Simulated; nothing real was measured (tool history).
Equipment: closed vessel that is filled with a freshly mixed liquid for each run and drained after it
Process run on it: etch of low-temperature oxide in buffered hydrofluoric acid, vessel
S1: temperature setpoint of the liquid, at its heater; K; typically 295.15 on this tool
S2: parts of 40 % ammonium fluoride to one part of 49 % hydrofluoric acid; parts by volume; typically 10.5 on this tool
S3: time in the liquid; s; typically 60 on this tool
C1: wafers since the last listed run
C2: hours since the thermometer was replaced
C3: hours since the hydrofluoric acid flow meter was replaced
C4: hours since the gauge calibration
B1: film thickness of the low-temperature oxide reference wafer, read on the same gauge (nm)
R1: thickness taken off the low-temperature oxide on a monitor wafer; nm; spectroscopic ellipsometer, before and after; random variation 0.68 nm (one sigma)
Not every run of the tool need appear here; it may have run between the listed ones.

run    hour      S1    S2  S3    C1      C2      C3     C4     B1      R1
  1     0.0  295.15  11.5  60     0  1467.2   592.9  692.5  79.98  175.56
  2    52.2  295.15  10.5  60  3175  1519.4   645.1  744.7  80.01  193.31
       55.0  -- gauge calibrated
  3   106.5  295.15  10.5  60  3303  1573.7   699.4   51.5  80.00  194.69
  4   169.5  295.15  12.5  50  3832  1636.7   762.4  114.5  79.99  137.18
  5   210.2  295.15  12.5  50  2476  1677.4   803.1  155.2  80.01  136.28
  6   269.1  295.15  12.5  50  3583  1736.3   862.0  214.1  79.97  136.69
  7   308.3  295.15  10.5  60  2384  1775.5   901.2  253.3  79.98  193.81
  8   375.8  295.15  10.5  60  4106  1843.0   968.7  320.8  79.99  194.92
  9   434.6  292.15  10.5  60  3577  1901.8  1027.5  379.6  79.99  164.76
 10   502.8  295.15  12.5  60  4149  1970.0  1095.7  447.8  80.00  164.83
 11   565.9  296.65  10.5  60  3839  2033.1  1158.8  510.9  80.01  212.20
 12   619.2  295.15   9.0  75  3242  2086.4  1212.1  564.2  80.02  275.23
 13   652.0  297.15  12.0  70  1995  2119.2  1244.9  597.0  80.02  223.53
      681.3  -- gauge calibrated
 14   723.8  297.65  14.5  75  4368  2191.0  1316.7   42.5  79.99  205.07
 15   788.6  295.15  12.5  50  3942  2255.8  1381.5  107.3  79.99  137.62
      809.7  -- thermometer replaced
 16   825.3  290.15  14.5  60  2171    15.6  1418.2  144.0  80.01  104.05
      849.6  -- hydrofluoric acid flow meter replaced
 17   865.7  295.15  10.5  30  2397    56.0    16.1  184.4  80.01   94.89
 18  1018.0  291.65  10.5  70  9265   208.3   168.4  336.7  80.01  182.19
 19  1068.4  291.15  10.5  60  3066   258.7   218.8  387.1  80.01  152.13
 20  1101.8  295.15  10.5  60  2032   292.1   252.2  420.5  80.00  190.45

What if the next run were any one of these 5? Each begins from the tool's condition after run 20:
  A  1102.5  295.15  10.5  60  42  292.8  252.9  421.2   ?   ?
  B  1102.5  290.65   8.5  45  42  292.8  252.9  421.2   ?   ?
  C  1102.5  293.65  12.5  70  42  292.8  252.9  421.2   ?   ?
  D  1102.5  295.15  10.5  45  42  292.8  252.9  421.2   ?   ?
  E  1102.5  295.15  14.0  95  42  292.8  252.9  421.2   ?   ?

run     B1      R1
  A  80.03  189.89
  B  80.03  131.98
  C  80.03  171.93
  D  80.03  142.42
  E  80.03  226.93
Take away the tool's hidden state, keep each run's random variation, and the runs would have read:
run      R1
  A  188.64
  B  131.08
  C  170.78
  D  141.48
  E  225.43
